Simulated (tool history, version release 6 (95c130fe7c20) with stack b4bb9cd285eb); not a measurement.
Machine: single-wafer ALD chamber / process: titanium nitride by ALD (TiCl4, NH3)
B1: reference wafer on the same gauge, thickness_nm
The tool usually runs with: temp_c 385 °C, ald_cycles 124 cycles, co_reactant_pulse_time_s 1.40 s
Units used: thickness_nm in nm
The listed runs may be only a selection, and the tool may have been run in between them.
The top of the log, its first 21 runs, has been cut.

run 22 hour=2144.3 | temp_c=385 ald_cycles=124 co_reactant_pulse_time_s=1.40 | B1=2.416 | thickness_nm=2.880
run 23 hour=2216.5 | temp_c=381 ald_cycles=124 co_reactant_pulse_time_s=1.40 | B1=2.414 | thickness_nm=2.856
run 24 hour=2312.2 | temp_c=385 ald_cycles=148 co_reactant_pulse_time_s=1.40 | B1=2.413 | thickness_nm=3.415
run 25 hour=2349.1 | temp_c=378 ald_cycles=105 co_reactant_pulse_time_s=1.05 | B1=2.414 | thickness_nm=2.353
run 26 hour=2401.1 | temp_c=399 ald_cycles=104 co_reactant_pulse_time_s=1.87 | B1=2.414 | thickness_nm=2.480
run 27 hour=2497.7 | temp_c=385 ald_cycles=124 co_reactant_pulse_time_s=1.40 | B1=2.412 | thickness_nm=2.865
run 28 hour=2794.3 | temp_c=385 ald_cycles=124 co_reactant_pulse_time_s=1.40 | B1=2.407 | thickness_nm=2.875
run 29 hour=2831.2 | temp_c=379 ald_cycles=106 co_reactant_pulse_time_s=1.12 | B1=2.403 | thickness_nm=2.391
-- hour=2935.1 thermocouple changed; heater temperature recalibrated
run 30 hour=2935.6 | temp_c=385 ald_cycles=136 co_reactant_pulse_time_s=1.14 | B1=2.403 | thickness_nm=3.098
run 31 hour=3034.2 | temp_c=385 ald_cycles=124 co_reactant_pulse_time_s=1.40 | B1=2.402 | thickness_nm=2.854
run 32 hour=3133.5 | temp_c=399 ald_cycles=124 co_reactant_pulse_time_s=1.40 | B1=2.399 | thickness_nm=2.904
run 33 hour=3193.5 | temp_c=385 ald_cycles=103 co_reactant_pulse_time_s=0.88 | B1=2.398 | thickness_nm=2.288
run 34 hour=3258.0 | temp_c=390 ald_cycles=136 co_reactant_pulse_time_s=1.23 | B1=2.397 | thickness_nm=3.115
run 35 hour=3295.5 | temp_c=380 ald_cycles=124 co_reactant_pulse_time_s=1.62 | B1=2.398 | thickness_nm=2.864
run 36 hour=3359.8 | temp_c=394 ald_cycles=124 co_reactant_pulse_time_s=1.65 | B1=2.395 | thickness_nm=2.923

What if the next run were any one of these 5? Each begins from the tool's condition after run 36:
run A hour=3360.5 | temp_c=385 ald_cycles=124 co_reactant_pulse_time_s=1.40 | B1=? | thickness_nm=?
run B hour=3360.5 | temp_c=385 ald_cycles=135 co_reactant_pulse_time_s=1.40 | B1=? | thickness_nm=?
run C hour=3360.5 | temp_c=399 ald_cycles=117 co_reactant_pulse_time_s=1.40 | B1=? | thickness_nm=?
run D hour=3360.5 | temp_c=393 ald_cycles=105 co_reactant_pulse_time_s=1.73 | B1=? | thickness_nm=?
run E hour=3360.5 | temp_c=399 ald_cycles=148 co_reactant_pulse_time_s=1.17 | B1=? | thickness_nm=?

run=A B1=2.393 thickness_nm=2.861
run=B B1=2.393 thickness_nm=3.114
run=C B1=2.393 thickness_nm=2.746
run=D B1=2.393 thickness_nm=2.474
run=E B1=2.393 thickness_nm=3.440
Had the tool no hidden state, the same runs would have come out as:
run=A thickness_nm=2.891
run=B thickness_nm=3.148
run=C thickness_nm=2.775
run=D thickness_nm=2.500
run=E thickness_nm=3.477
